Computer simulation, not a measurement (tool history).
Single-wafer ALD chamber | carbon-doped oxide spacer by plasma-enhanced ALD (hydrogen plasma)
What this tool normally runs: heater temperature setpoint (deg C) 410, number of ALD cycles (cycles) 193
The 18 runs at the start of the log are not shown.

| run | hour | heater temperature setpoint (deg C) | number of ALD cycles (cycles) | wafers since the last listed run | hours since the last thermocouple change | hours since the gauge calibration | read-back reference wafer on the same gauge, thickness_nm | mean film thickness on the monitor wafer (nm) |
|---|---|---|---|---|---|---|---|---|
| 19 | 530.3 | 400 | 166 | 33 | 77.0 | 222.3 | 8.875 | 8.405 |
| 20 | 558.1 | 410 | 193 | 40 | 104.8 | 250.1 | 8.874 | 9.679 |
| 21 | 576.9 | 398 | 167 | 27 | 123.6 | 268.9 | 8.857 | 8.506 |
| 22 | 597.9 | 397 | 167 | 30 | 144.6 | 289.9 | 8.840 | 8.504 |
| 23 | 629.8 | 410 | 193 | 46 | 176.5 | 321.8 | 8.836 | 9.466 |
| 24 | 648.1 | 415 | 193 | 26 | 194.8 | 340.1 | 8.835 | 9.339 |
| 25 | 670.6 | 416 | 222 | 32 | 217.3 | 362.6 | 8.824 | 10.709 |
| 26 | 706.0 | 418 | 158 | 51 | 252.7 | 398.0 | 8.807 | 7.604 |
| 27 | 722.9 | 420 | 164 | 24 | 269.6 | 414.9 | 8.814 | 7.783 |
| 28 | 802.6 | 410 | 213 | 116 | 349.3 | 494.6 | 8.778 | 10.314 |
| 29 | 814.6 | 418 | 158 | 17 | 361.3 | 506.6 | 8.756 | 7.594 |
| 30 | 843.2 | 397 | 193 | 41 | 389.9 | 535.2 | 8.776 | 9.775 |
| 31 | 859.7 | 395 | 156 | 24 | 406.4 | 551.7 | 8.767 | 7.922 |

Consider 3 possible next runs. They are alternatives, not a sequence: every one starts from the tool as it was left by run 31. What does each give?
| A | 860.4 | 410 | 193 | 1 | 407.1 | 552.4 | ? | ? |
| B | 860.4 | 402 | 177 | 1 | 407.1 | 552.4 | ? | ? |
| C | 860.4 | 398 | 162 | 1 | 407.1 | 552.4 | ? | ? |

| run | read-back reference wafer on the same gauge, thickness_nm | mean film thickness on the monitor wafer (nm) |
|---|---|---|
| A | 8.759 | 9.377 |
| B | 8.759 | 8.786 |
| C | 8.759 | 8.114 |
With no hidden state in the tool, these same runs would have given:
| run | mean film thickness on the monitor wafer (nm) |
|---|---|
| A | 9.658 |
| B | 9.050 |
| C | 8.357 |
